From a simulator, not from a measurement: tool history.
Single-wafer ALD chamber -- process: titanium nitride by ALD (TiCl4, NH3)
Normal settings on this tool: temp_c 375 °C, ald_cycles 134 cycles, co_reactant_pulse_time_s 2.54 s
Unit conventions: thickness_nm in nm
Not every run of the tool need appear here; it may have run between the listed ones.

| run | hour | temp_c | ald_cycles | co_reactant_pulse_time_s | wafers since the last listed run | hours since the last thermocouple change | hours since the showerhead was replaced | hours since the gauge calibration | read-back reference wafer on the same gauge, thickness_nm | thickness_nm |
|---|---|---|---|---|---|---|---|---|---|---|
| 1 | 0 | 375 | 134 | 2.54 | 0 | 2552.6 | 7117.5 | 34.3 | 2.75 | 2.86 |
| 2 | 18.9 | 375 | 134 | 2.54 | 25 | 2571.5 | 7136.4 | 53.2 | 2.75 | 2.845 |
| 3 | 38.4 | 375 | 134 | 2.54 | 26 | 2591 | 7155.9 | 72.7 | 2.75 | 2.859 |
| 4 | 50.4 | 375 | 134 | 2.54 | 16 | 2603 | 7167.9 | 84.7 | 2.752 | 2.863 |
| 5 | 76.6 | 375 | 134 | 2.54 | 35 | 2629.2 | 7194.1 | 110.9 | 2.752 | 2.861 |
|  | 95 | thermocouple changed; heater temperature recalibrated |
| 6 | 99.7 | 375 | 134 | 2.54 | 20 | 4.7 | 7217.2 | 134 | 2.749 | 2.863 |
|  | 114.3 | showerhead replaced |
| 7 | 119 | 375 | 134 | 2.54 | 15 | 24 | 4.7 | 153.3 | 2.751 | 2.862 |

Expected results for the next run?
| 8 | 139.1 | 365 | 160 | 1.75 | 27 | 44.1 | 24.8 | 173.4 | ? | ? |

read-back reference wafer on the same gauge, thickness_nm: 2.751
thickness_nm: 3.166 nm
With no hidden state in the tool, this same run would have given thickness_nm 3.166 nm.

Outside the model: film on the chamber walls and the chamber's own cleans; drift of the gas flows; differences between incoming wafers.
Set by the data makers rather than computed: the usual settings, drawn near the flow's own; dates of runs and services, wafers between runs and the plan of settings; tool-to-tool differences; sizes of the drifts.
